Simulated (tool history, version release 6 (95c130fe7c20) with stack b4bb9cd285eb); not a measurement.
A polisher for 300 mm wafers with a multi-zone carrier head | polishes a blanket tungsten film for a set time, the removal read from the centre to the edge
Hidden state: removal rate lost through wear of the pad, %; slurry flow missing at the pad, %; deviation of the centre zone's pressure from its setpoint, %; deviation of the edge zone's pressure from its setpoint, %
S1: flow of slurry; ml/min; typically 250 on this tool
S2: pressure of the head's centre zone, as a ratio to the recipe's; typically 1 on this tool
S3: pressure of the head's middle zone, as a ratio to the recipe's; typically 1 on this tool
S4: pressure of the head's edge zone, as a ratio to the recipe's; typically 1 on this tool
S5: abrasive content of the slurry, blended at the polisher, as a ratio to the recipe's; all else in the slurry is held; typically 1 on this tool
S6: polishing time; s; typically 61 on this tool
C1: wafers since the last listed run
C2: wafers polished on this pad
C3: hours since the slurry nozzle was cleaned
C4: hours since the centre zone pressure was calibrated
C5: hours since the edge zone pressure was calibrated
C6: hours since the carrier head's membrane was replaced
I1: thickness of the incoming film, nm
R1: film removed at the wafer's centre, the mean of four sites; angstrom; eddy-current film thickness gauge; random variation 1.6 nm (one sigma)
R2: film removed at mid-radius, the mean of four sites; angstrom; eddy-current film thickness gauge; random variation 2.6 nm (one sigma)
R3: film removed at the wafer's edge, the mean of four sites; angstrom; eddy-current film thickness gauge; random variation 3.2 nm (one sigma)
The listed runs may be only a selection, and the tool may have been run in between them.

run	hour	S1	S2	S3	S4	S5	S6	C1	C2	C3	C4	C5	C6	I1	R1	R2	R3
1	0	250	1	1	1	1	76	0	646	245.8	1236.2	161.6	540.1	849.7	2788	2736	2848
2	25.3	250	0.95	1	1	1	61	244	891	271.1	1261.5	186.9	565.4	865.8	2120	2208	2294
3	58.4	250	0.95	1	1	1	61	320	1211	304.2	1294.6	220	598.5	852.4	2132	2165	2251
4	72.6	250	0.95	1	1	1	61	137	1348	318.4	1308.8	234.2	612.7	860.8	2131	2140	2216
5	88.3	250	0.91	1	1	1	61	151	1500	334.1	1324.5	249.9	628.4	833.3	2014	2228	2241
# hour 102.8: worn pad replaced by a new one
6	105.9	250	0.91	1	1	1	61	131	29	351.7	1342.1	267.5	646	852.7	2138	2303	2301
# hour 137.4: slurry nozzle cleaned
7	141.1	250	1	1	1.06	1	61	330	360	3.7	1377.3	302.7	681.2	850.2	2243	2255	2381
# hour 163.3: edge zone pressure recalibrated
# hour 168.1: carrier head's membrane replaced by a new one
# hour 171.6: centre zone pressure recalibrated
8	172.1	250	1	1	1.06	1	61	214	575	34.7	0.5	8.8	4	862.1	2250	2179	2331
9	183.7	275	1	1	1.08	1.2	61	112	687	46.3	12.1	20.4	15.6	859.7	2342	2260	2472
10	204	250	1	1	1	1	61	196	883	66.6	32.4	40.7	35.9	861.4	2243	2227	2211
11	234.1	250	1	0.91	1	1	61	291	1174	96.7	62.5	70.8	66	839.9	2235	2037	2220
# hour 238.8: worn pad replaced by a new one
12	249.7	175	1	1	1	1.2	50	112	105	112.3	78.1	86.4	81.6	848.4	1903	1893	1945
13	270.4	250	1.09	1.05	1	1	61	200	305	133	98.8	107.1	102.3	866.5	2482	2268	2286
14	293.5	335	0.92	1	1	1	61	223	528	156.1	121.9	130.2	125.4	849	2106	2251	2337
15	309	250	0.92	1	1.09	1.1	61	149	678	171.6	137.4	145.7	140.9	842.7	2122	2199	2426
16	334.6	165	1	1	1	1	67	247	926	197.2	163	171.3	166.5	838.4	2360	2352	2411
17	358	250	1	1	1	1	61	226	1152	220.6	186.4	194.7	189.9	845	2221	2201	2261

Take each entry between the runs: how does the hidden state at the last listed run before it differ from the hidden state at the first listed run after it?
Logged between run 5 and run 6: worn pad replaced by a new one (hour 102.8)
  removal rate lost through wear of the pad, %: 4.8 -> 0.537
  what was measured, less what the result would be without the hidden state, R1: -101 -> -12 angstrom; R2: -112 -> -12 angstrom; R3: -113 -> -12 angstrom
Logged between run 6 and run 7: slurry nozzle cleaned (hour 137.4)
  removal rate lost through wear of the pad, %: 0.537 -> 2.74
  what was measured, less what the result would be without the hidden state, R1: -12 -> -64 angstrom; R2: -12 -> -63 angstrom; R3: -12 -> -67 angstrom
Logged between run 7 and run 8: edge zone pressure recalibrated (hour 163.3); carrier head's membrane replaced by a new one (hour 168.1); centre zone pressure recalibrated (hour 171.6)
  removal rate lost through wear of the pad, %: 2.74 -> 3.74
  what was measured, less what the result would be without the hidden state, R1: -64 -> -87 angstrom; R2: -63 -> -85 angstrom; R3: -67 -> -91 angstrom
Logged between run 11 and run 12: worn pad replaced by a new one (hour 238.8)
  removal rate lost through wear of the pad, %: 4.56 -> 1.21
  what was measured, less what the result would be without the hidden state, R1: -106 -> -23 angstrom; R2: -98 -> -23 angstrom; R3: -106 -> -23 angstrom
